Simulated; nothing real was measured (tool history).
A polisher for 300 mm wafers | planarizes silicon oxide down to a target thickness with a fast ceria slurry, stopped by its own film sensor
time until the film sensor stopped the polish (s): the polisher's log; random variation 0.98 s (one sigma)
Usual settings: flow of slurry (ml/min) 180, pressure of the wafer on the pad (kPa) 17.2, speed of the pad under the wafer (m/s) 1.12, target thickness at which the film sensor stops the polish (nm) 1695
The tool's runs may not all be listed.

run,hour,flow of slurry (ml/min),pressure of the wafer on the pad (kPa),speed of the pad under the wafer (m/s),target thickness at which the film sensor stops the polish (nm),"incoming thickness of the incoming film, nm",time until the film sensor stopped the polish (s)
1,0.0,220,17.2,1.12,1695,2702.5,68.9
# hour 10.3: worn pad replaced by a new one
2,14.0,220,17.2,1.12,1695,2666.9,59.2
3,27.7,180,21.4,1.42,1695,2695.7,40.4
4,36.2,180,21.4,1.42,1695,2633.8,37.1
5,48.4,180,21.4,1.42,1695,2699.4,40.4
6,63.8,180,17.2,1.12,1695,2691.1,64.2
7,71.1,180,17.2,1.12,1695,2648.0,64.5
# hour 80.3: worn pad replaced by a new one
8,86.9,180,17.2,1.12,1695,2640.8,58.6
# hour 90.7: head pressure recalibrated
9,98.9,215,22.1,1.12,1947,2706.4,35.1
10,121.3,225,17.2,1.12,1695,2691.5,60.5
11,138.0,220,22.1,1.12,1842,2702.6,42.4
# hour 143.6: slurry nozzle cleaned
# hour 154.5: worn pad replaced by a new one
12,155.0,180,17.2,1.28,1695,2661.5,52.0
13,166.6,215,22.1,1.12,1947,2639.7,31.8
14,181.6,240,12.4,1.12,1695,2662.0,78.4
15,198.1,165,17.2,1.28,1695,2719.7,57.6
16,213.2,180,17.2,1.12,1985,2651.4,44.5

Forecast each of these 5 alternatives for the next run:
A,213.6,180,17.2,1.12,1695,2680.6,?
B,213.6,130,11.0,1.12,1510,2680.6,?
C,213.6,180,17.2,1.00,1695,2680.6,?
D,213.6,180,19.3,1.12,1695,2680.6,?
E,213.6,125,17.2,1.12,1695,2680.6,?

run,time until the film sensor stopped the polish (s)
A,64.1
B,126.7
C,71.7
D,57.2
E,68.9
Without the tool's hidden state the same runs would have given:
run,time until the film sensor stopped the polish (s)
A,59.9
B,118.5
C,67.1
D,53.5
E,64.5

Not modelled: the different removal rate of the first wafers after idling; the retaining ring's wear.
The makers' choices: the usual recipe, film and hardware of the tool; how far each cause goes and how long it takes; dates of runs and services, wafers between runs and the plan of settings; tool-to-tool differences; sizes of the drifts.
